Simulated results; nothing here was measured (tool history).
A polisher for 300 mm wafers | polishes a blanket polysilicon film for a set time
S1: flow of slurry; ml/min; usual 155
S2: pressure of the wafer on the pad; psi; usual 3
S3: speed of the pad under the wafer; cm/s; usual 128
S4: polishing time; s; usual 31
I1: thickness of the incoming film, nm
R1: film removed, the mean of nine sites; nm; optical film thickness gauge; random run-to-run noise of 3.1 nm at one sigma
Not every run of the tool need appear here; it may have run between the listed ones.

run	hour	S1	S2	S3	S4	I1	R1
1	0	155	3	128	31	1009.2	323.6
2	10.9	155	3	128	31	1020.2	318
3	23.9	155	3	128	34	1002	356.2
# hour 32.9: worn pad replaced by a new one
4	33.4	155	2.3	128	31	1003.5	247.1
5	65.2	180	2.7	128	31	1015.9	302
6	79.4	180	2.7	128	31	1017.2	298.5
7	95.4	180	2.7	128	31	1014	300.4
8	110.9	155	3	128	31	1014.2	324.7
9	124.7	155	3	128	31	1002.4	332.9
# hour 135.5: worn pad replaced by a new one
10	136	155	3	128	31	1006	334.6
11	149.2	155	3	128	31	1010.7	330.7
12	162.4	155	3	128	31	1002.9	332.8
13	170.3	155	3	128	31	1005.2	334.5
14	184.2	100	2.5	98	27	1021.8	180.7
15	196.5	155	3	128	31	1012.6	342.3
16	202.8	155	3	128	31	1000.6	346.4
17	209.1	135	2	128	37	1001.2	270
18	223.7	155	2.3	142	31	1033.1	291.8
# hour 235.8: head pressure recalibrated
19	240.3	155	2.4	128	25	995.9	201.5
# hour 257: worn pad replaced by a new one
20	257.5	155	3	128	31	1003.5	313.8
21	261.7	155	3	86	31	1010.4	228.6
# hour 268.6: slurry nozzle cleaned
22	290.8	155	3	128	31	1002.9	311.7
23	307.6	125	2.7	158	21	1003	220.8
24	320.1	115	2.5	92	41	1019.9	251.4
25	326.9	105	2.5	128	35	1019.9	273.7
26	334.7	155	3.6	128	24	1017.4	291.2
27	347.9	155	3	128	31	999.4	317.8

The same runs without the tool's hidden state, with the same run-to-run variation:
Hidden conditions of the tool in this case: removal rate lost through wear of the pad, %; slurry flow missing at the pad, %; deviation of the head's pressure from its setpoint, %.
run	R1
1	317.3
2	311.1
3	347.4
4	240.4
5	291.4
6	286.9
7	287.3
8	309
9	315.5
10	315.9
11	310.8
12	311.3
13	312
14	167.7
15	316.2
16	319.2
17	248.1
18	266.6
19	201.7
20	314.1
21	228.7
22	311.6
23	220.5
24	250.8
25	272.8
26	290.1
27	316.2
